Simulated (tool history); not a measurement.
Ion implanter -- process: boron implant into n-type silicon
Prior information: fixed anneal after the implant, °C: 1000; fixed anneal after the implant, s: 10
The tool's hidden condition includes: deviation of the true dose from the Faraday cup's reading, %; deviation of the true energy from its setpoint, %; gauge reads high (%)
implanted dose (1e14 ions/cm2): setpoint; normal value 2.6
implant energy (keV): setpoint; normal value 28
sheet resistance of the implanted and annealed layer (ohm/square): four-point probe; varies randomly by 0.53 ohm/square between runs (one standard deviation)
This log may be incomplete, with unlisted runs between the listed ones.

run    hour  implanted dose (1e14 ions/cm2)  implant energy (keV)  wafers since the last listed run  hours since the last dose calibration  hours since the extraction supply was calibrated  hours since the gauge calibration  read-back reference wafer on the same gauge, sheet resistance  sheet resistance of the implanted and annealed layer (ohm/square)
  1       0                             2.6                    28                                 0                                  987.5                                            2309.7                             4395.8                                                         381.07                                                             362.23
  2      44                             2.6                    28                               806                                 1031.5                                            2353.7                             4439.8                                                         381.23                                                             361.65
       76.9  -- gauge calibrated
  3   110.4                             2.6                    28                              1217                                 1097.9                                            2420.1                               33.5                                                         381.09                                                             361.67
  4   184.1                            3.13                    28                              1350                                 1171.6                                            2493.8                              107.2                                                         380.83                                                             314.29
  5   254.1                            2.44                    28                              1283                                 1241.6                                            2563.8                              177.2                                                         380.93                                                             381.05
      277.2  -- extraction supply calibrated
  6   315.6                            2.44                    28                               980                                 1303.1                                              38.4                              238.7                                                         381.05                                                             380.08
  7     382                             2.6                    28                              1217                                 1369.5                                             104.8                              305.1                                                         380.94                                                             362.33
  8   621.1                             2.6                    28                              4382                                 1608.6                                             343.9                              544.2                                                         381.23                                                             363.24
      639.7  -- Faraday cup replaced and dose calibrated
  9     725                             2.6                    28                              1757                                   85.3                                             447.8                              648.1                                                         380.97                                                                356
 10   778.3                             2.6                    28                               977                                  138.6                                             501.1                              701.4                                                         380.92                                                              356.5
 11   871.8                             2.6                    28                              1713                                  232.1                                             594.6                              794.9                                                         381.09                                                             357.81
 12   924.6                             2.4                    25                               967                                  284.9                                             647.4                              847.7                                                         380.96                                                             386.57
 13  1014.7                             1.9                    28                              1651                                    375                                             737.5                              937.8                                                         380.95                                                             454.71
 14  1110.7                             3.2                  31.5                              1759                                    471                                             833.5                             1033.8                                                         380.93                                                             303.68
 15  1194.4                            2.19                    32                              1534                                  554.7                                             917.2                             1117.5                                                         380.76                                                              403.6
 16  1278.2                             2.9                  25.5                              1536                                  638.5                                              1001                             1201.3                                                         381.07                                                             334.53
 17  1381.1                             2.6                    28                              1886                                  741.4                                            1103.9                             1304.2                                                         380.65                                                             360.22
 18  1439.8                             2.9                  25.5                              1076                                  800.1                                            1162.6                             1362.9                                                         380.94                                                             335.74
 19  1504.3                             2.6                    28                              1182                                  864.6                                            1227.1                             1427.4                                                         381.17                                                             361.57
 20  1540.9                             2.6                    28                               670                                  901.2                                            1263.7                               1464                                                         381.06                                                             361.96
 21  1620.5                            3.27                    34                              1459                                  980.8                                            1343.3                             1543.6                                                         380.91                                                             297.04
 22  1781.5                            2.15                  21.5                              2951                                 1141.8                                            1504.3                             1704.6                                                         380.65                                                              433.3
 23  1829.1                            2.12                  19.5                               872                                 1189.4                                            1551.9                             1752.2                                                         380.75                                                             443.61
 24  1912.8                            3.19                    37                              1534                                 1273.1                                            1635.6                             1835.9                                                         380.95                                                             300.97
 25  2007.1                             2.6                    28                              1728                                 1367.4                                            1729.9                             1930.2                                                         381.21                                                             362.14
 26  2142.6                            3.16                  20.5                              2483                                 1502.9                                            1865.4                             2065.7                                                         381.14                                                              322.3
 27  2178.9                             2.6                    28                               665                                 1539.2                                            1901.7                               2102                                                          380.9                                                             362.44
     2238.7  -- Faraday cup replaced and dose calibrated
 28  2239.2                             2.6                    28                               958                                    0.5                                              1962                             2162.3                                                         381.07                                                              356.7
 29  2309.9                             2.6                    28                              1295                                   71.2                                            2032.7                               2233                                                         380.97                                                             356.91

Predict the results of run 30:
 30  2364.9                            2.29                  37.5                              1008                                  126.2                                            2087.7                               2288                                                              ?                                                                  ?

Run 30 measured read-back reference wafer on the same gauge, sheet resistance 380.83, sheet resistance of the implanted and annealed layer (ohm/square) 380.52.
With the hidden condition absent and the run-to-run variation left alone, this run would have shown sheet resistance of the implanted and annealed layer (ohm/square) 378.26.

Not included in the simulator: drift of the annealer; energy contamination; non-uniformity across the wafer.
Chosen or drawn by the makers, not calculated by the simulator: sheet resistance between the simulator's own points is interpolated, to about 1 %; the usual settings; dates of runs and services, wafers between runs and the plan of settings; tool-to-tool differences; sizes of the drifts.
